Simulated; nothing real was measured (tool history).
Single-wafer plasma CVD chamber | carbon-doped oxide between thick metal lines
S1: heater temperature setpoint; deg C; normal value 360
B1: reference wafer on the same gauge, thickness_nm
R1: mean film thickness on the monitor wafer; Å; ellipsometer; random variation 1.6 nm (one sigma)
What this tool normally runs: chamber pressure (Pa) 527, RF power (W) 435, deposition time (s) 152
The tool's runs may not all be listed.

{"run": 1, "hour": 0.0, "S1": 360, "chamber pressure (Pa)": 527, "RF power (W)": 435, "deposition time (s)": 152, "B1": 826.011, "R1": 6940.47}
{"run": 2, "hour": 92.8, "S1": 360, "chamber pressure (Pa)": 527, "RF power (W)": 435, "deposition time (s)": 152, "B1": 825.899, "R1": 6877.77}
{"run": 3, "hour": 184.4, "S1": 360, "chamber pressure (Pa)": 527, "RF power (W)": 435, "deposition time (s)": 152, "B1": 826.439, "R1": 6904.07}
{"run": 4, "hour": 244.1, "S1": 360, "chamber pressure (Pa)": 527, "RF power (W)": 435, "deposition time (s)": 152, "B1": 825.851, "R1": 6918.69}
{"run": 5, "hour": 330.9, "S1": 360, "chamber pressure (Pa)": 580, "RF power (W)": 435, "deposition time (s)": 152, "B1": 825.869, "R1": 6995.92}
{"run": 6, "hour": 389.8, "S1": 360, "chamber pressure (Pa)": 580, "RF power (W)": 435, "deposition time (s)": 152, "B1": 826.457, "R1": 6999.41}
{"run": 7, "hour": 475.7, "S1": 360, "chamber pressure (Pa)": 527, "RF power (W)": 485, "deposition time (s)": 139, "B1": 826.578, "R1": 6803.37}
{"run": 8, "hour": 543.8, "S1": 360, "chamber pressure (Pa)": 527, "RF power (W)": 435, "deposition time (s)": 152, "B1": 825.772, "R1": 6940.73}
{"hour": 619.3, "done": "thermocouple changed; heater temperature recalibrated"}
{"run": 9, "hour": 624.3, "S1": 360, "chamber pressure (Pa)": 527, "RF power (W)": 435, "deposition time (s)": 152, "B1": 826.13, "R1": 6864.38}
{"run": 10, "hour": 725.2, "S1": 360, "chamber pressure (Pa)": 527, "RF power (W)": 435, "deposition time (s)": 152, "B1": 826.031, "R1": 6879.22}
{"run": 11, "hour": 793.8, "S1": 360, "chamber pressure (Pa)": 452, "RF power (W)": 435, "deposition time (s)": 152, "B1": 826.379, "R1": 6765.12}
{"run": 12, "hour": 873.2, "S1": 360, "chamber pressure (Pa)": 527, "RF power (W)": 435, "deposition time (s)": 152, "B1": 825.756, "R1": 6841.88}
{"hour": 893.1, "done": "gauge calibrated"}
{"run": 13, "hour": 952.1, "S1": 360, "chamber pressure (Pa)": 527, "RF power (W)": 435, "deposition time (s)": 152, "B1": 825.926, "R1": 6864.68}
{"run": 14, "hour": 1015.1, "S1": 360, "chamber pressure (Pa)": 527, "RF power (W)": 435, "deposition time (s)": 152, "B1": 825.494, "R1": 6886.69}
{"hour": 1050.4, "done": "capacitance manometer re-zeroed and calibrated"}
{"run": 15, "hour": 1084.4, "S1": 360, "chamber pressure (Pa)": 580, "RF power (W)": 435, "deposition time (s)": 152, "B1": 826.124, "R1": 6968.96}
{"run": 16, "hour": 1182.9, "S1": 360, "chamber pressure (Pa)": 467, "RF power (W)": 460, "deposition time (s)": 139, "B1": 825.48, "R1": 6433.89}
{"run": 17, "hour": 1461.6, "S1": 360, "chamber pressure (Pa)": 527, "RF power (W)": 435, "deposition time (s)": 152, "B1": 825.827, "R1": 6901.7}
{"hour": 1523.6, "done": "RF generator calibrated"}
{"hour": 1531.7, "done": "showerhead replaced"}
{"run": 18, "hour": 1532.2, "S1": 360, "chamber pressure (Pa)": 488, "RF power (W)": 435, "deposition time (s)": 170, "B1": 825.738, "R1": 7780.81}
{"run": 19, "hour": 1586.1, "S1": 349, "chamber pressure (Pa)": 527, "RF power (W)": 435, "deposition time (s)": 138, "B1": 825.814, "R1": 6543.55}
{"run": 20, "hour": 1690.5, "S1": 360, "chamber pressure (Pa)": 527, "RF power (W)": 435, "deposition time (s)": 152, "B1": 826.185, "R1": 7029.15}
{"run": 21, "hour": 1731.9, "S1": 360, "chamber pressure (Pa)": 527, "RF power (W)": 435, "deposition time (s)": 152, "B1": 826.305, "R1": 7051.65}
{"hour": 1759.2, "done": "thermocouple changed; heater temperature recalibrated"}
{"run": 22, "hour": 1801.4, "S1": 360, "chamber pressure (Pa)": 527, "RF power (W)": 435, "deposition time (s)": 152, "B1": 825.816, "R1": 6938.0}
{"run": 23, "hour": 1839.2, "S1": 360, "chamber pressure (Pa)": 527, "RF power (W)": 485, "deposition time (s)": 163, "B1": 825.994, "R1": 8009.32}
{"run": 24, "hour": 1896.3, "S1": 360, "chamber pressure (Pa)": 443, "RF power (W)": 435, "deposition time (s)": 152, "B1": 826.223, "R1": 6782.24}
{"run": 25, "hour": 1994.1, "S1": 360, "chamber pressure (Pa)": 527, "RF power (W)": 370, "deposition time (s)": 181, "B1": 826.067, "R1": 7356.55}
{"run": 26, "hour": 2036.1, "S1": 360, "chamber pressure (Pa)": 457, "RF power (W)": 400, "deposition time (s)": 132, "B1": 825.96, "R1": 5598.58}
{"run": 27, "hour": 2127.3, "S1": 360, "chamber pressure (Pa)": 527, "RF power (W)": 435, "deposition time (s)": 152, "B1": 826.042, "R1": 6929.8}
{"run": 28, "hour": 2224.4, "S1": 360, "chamber pressure (Pa)": 572, "RF power (W)": 375, "deposition time (s)": 178, "B1": 826.069, "R1": 7346.4}
{"run": 29, "hour": 2281.2, "S1": 360, "chamber pressure (Pa)": 527, "RF power (W)": 355, "deposition time (s)": 152, "B1": 825.899, "R1": 5936.65}

Some steps in R1, run to run, broken into two amounts with sign: the step expected even without the hidden condition (settings, incoming material, random variation), and the rest, left for the hidden condition together with whatever gauge scatter is not in both the measured and the hidden-condition-free result:
Hidden conditions of the tool in this case: wafer temperature above the value expected at the setpoint (K); delivered RF power above the setpoint (%); true pressure above the setpoint (%); gauge reads high (%).
Run 17 -> 18: chamber pressure (Pa) 527 -> 488, deposition time (s) 152 -> 170, RF generator calibrated, showerhead replaced. R1 +879.11 Å: hidden state +141.35, all else +737.76.
Run 21 -> 22: thermocouple changed; heater temperature recalibrated. R1 -113.65 Å: hidden state -85.15, all else -28.50.
Run 25 -> 26: chamber pressure (Pa) 527 -> 457, RF power (W) 370 -> 400, deposition time (s) 181 -> 132. R1 -1757.97 Å: hidden state +17.48, all else -1775.45.
Run 28 -> 29: chamber pressure (Pa) 572 -> 527, RF power (W) 375 -> 355, deposition time (s) 178 -> 152. R1 -1409.75 Å: hidden state +15.35, all else -1425.10.

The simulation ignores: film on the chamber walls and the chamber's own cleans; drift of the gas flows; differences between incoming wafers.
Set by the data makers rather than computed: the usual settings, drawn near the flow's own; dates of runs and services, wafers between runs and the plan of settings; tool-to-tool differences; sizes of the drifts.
